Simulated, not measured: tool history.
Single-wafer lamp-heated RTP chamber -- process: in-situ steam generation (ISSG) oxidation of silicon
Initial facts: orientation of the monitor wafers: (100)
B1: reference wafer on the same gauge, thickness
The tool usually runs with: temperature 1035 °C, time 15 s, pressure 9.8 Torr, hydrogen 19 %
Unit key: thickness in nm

run 1 hour=0.0 | temperature=1048 time=15 pressure=9.8 hydrogen=19 | B1=4.300 | thickness=5.176
run 2 hour=17.3 | temperature=1035 time=15 pressure=9.4 hydrogen=19 | B1=4.303 | thickness=4.908
run 3 hour=65.8 | temperature=1035 time=15 pressure=9.4 hydrogen=19 | B1=4.301 | thickness=4.921
run 4 hour=82.8 | temperature=1035 time=15 pressure=9.4 hydrogen=19 | B1=4.297 | thickness=4.936
run 5 hour=95.1 | temperature=1035 time=15 pressure=9.8 hydrogen=19 | B1=4.299 | thickness=4.873
run 6 hour=113.1 | temperature=1035 time=15 pressure=9.8 hydrogen=19 | B1=4.296 | thickness=4.888
run 7 hour=127.5 | temperature=1028 time=15 pressure=10.2 hydrogen=19 | B1=4.301 | thickness=4.692
run 8 hour=135.9 | temperature=1028 time=15 pressure=10.2 hydrogen=19 | B1=4.295 | thickness=4.686
run 9 hour=152.8 | temperature=1035 time=15 pressure=9.8 hydrogen=19 | B1=4.296 | thickness=4.852
run 10 hour=168.4 | temperature=1046 time=13 pressure=9.8 hydrogen=11 | B1=4.299 | thickness=4.237
run 11 hour=190.3 | temperature=1035 time=17 pressure=10.2 hydrogen=12 | B1=4.296 | thickness=4.665
run 12 hour=196.2 | temperature=1035 time=15 pressure=9.0 hydrogen=26 | B1=4.302 | thickness=5.307
run 13 hour=213.4 | temperature=1035 time=15 pressure=9.8 hydrogen=19 | B1=4.301 | thickness=4.884
run 14 hour=221.0 | temperature=1035 time=12 pressure=9.8 hydrogen=19 | B1=4.302 | thickness=4.352
run 15 hour=236.0 | temperature=1024 time=9 pressure=10.2 hydrogen=11 | B1=4.300 | thickness=3.180
run 16 hour=252.1 | temperature=1035 time=15 pressure=9.1 hydrogen=23 | B1=4.303 | thickness=5.140
run 17 hour=259.7 | temperature=1028 time=15 pressure=9.8 hydrogen=16 | B1=4.301 | thickness=4.567
run 18 hour=276.8 | temperature=1047 time=11 pressure=9.8 hydrogen=26 | B1=4.301 | thickness=4.768
run 19 hour=325.0 | temperature=1046 time=13 pressure=9.8 hydrogen=19 | B1=4.301 | thickness=4.785
run 20 hour=337.3 | temperature=1035 time=20 pressure=9.1 hydrogen=25 | B1=4.299 | thickness=6.074
run 21 hour=349.8 | temperature=1029 time=12 pressure=10.2 hydrogen=27 | B1=4.304 | thickness=4.584
run 22 hour=363.7 | temperature=1035 time=15 pressure=9.8 hydrogen=19 | B1=4.296 | thickness=4.871
run 23 hour=377.9 | temperature=1035 time=15 pressure=9.0 hydrogen=19 | B1=4.300 | thickness=4.920
run 24 hour=393.9 | temperature=1035 time=17 pressure=9.8 hydrogen=28 | B1=4.299 | thickness=5.664
run 25 hour=408.8 | temperature=1047 time=17 pressure=10.2 hydrogen=23 | B1=4.306 | thickness=5.702
run 26 hour=420.8 | temperature=1035 time=15 pressure=9.8 hydrogen=28 | B1=4.302 | thickness=5.311
run 27 hour=431.3 | temperature=1035 time=15 pressure=9.8 hydrogen=19 | B1=4.298 | thickness=4.875
run 28 hour=438.4 | temperature=1035 time=15 pressure=9.8 hydrogen=24 | B1=4.300 | thickness=5.161
run 29 hour=445.5 | temperature=1035 time=15 pressure=9.8 hydrogen=19 | B1=4.301 | thickness=4.868
run 30 hour=452.1 | temperature=1035 time=15 pressure=9.8 hydrogen=19 | B1=4.299 | thickness=4.866

Not shown here: 4 entries made in the log between runs. Locate each between two listed runs and compare the hidden state at the listed run before it with the hidden state at the listed run after it:
Between runs 2 and 3: pyrometer window cleaned and pyrometer calibrated (hour 41.3); gauge calibrated (hour 58.2)
  no hidden state differs between the two runs
Between runs 10 and 11: hydrogen flow controller replaced (hour 189.8)
  no hidden state differs between the two runs
Between runs 18 and 19: pressure gauge zeroed (hour 303.9)
  no hidden state differs between the two runs
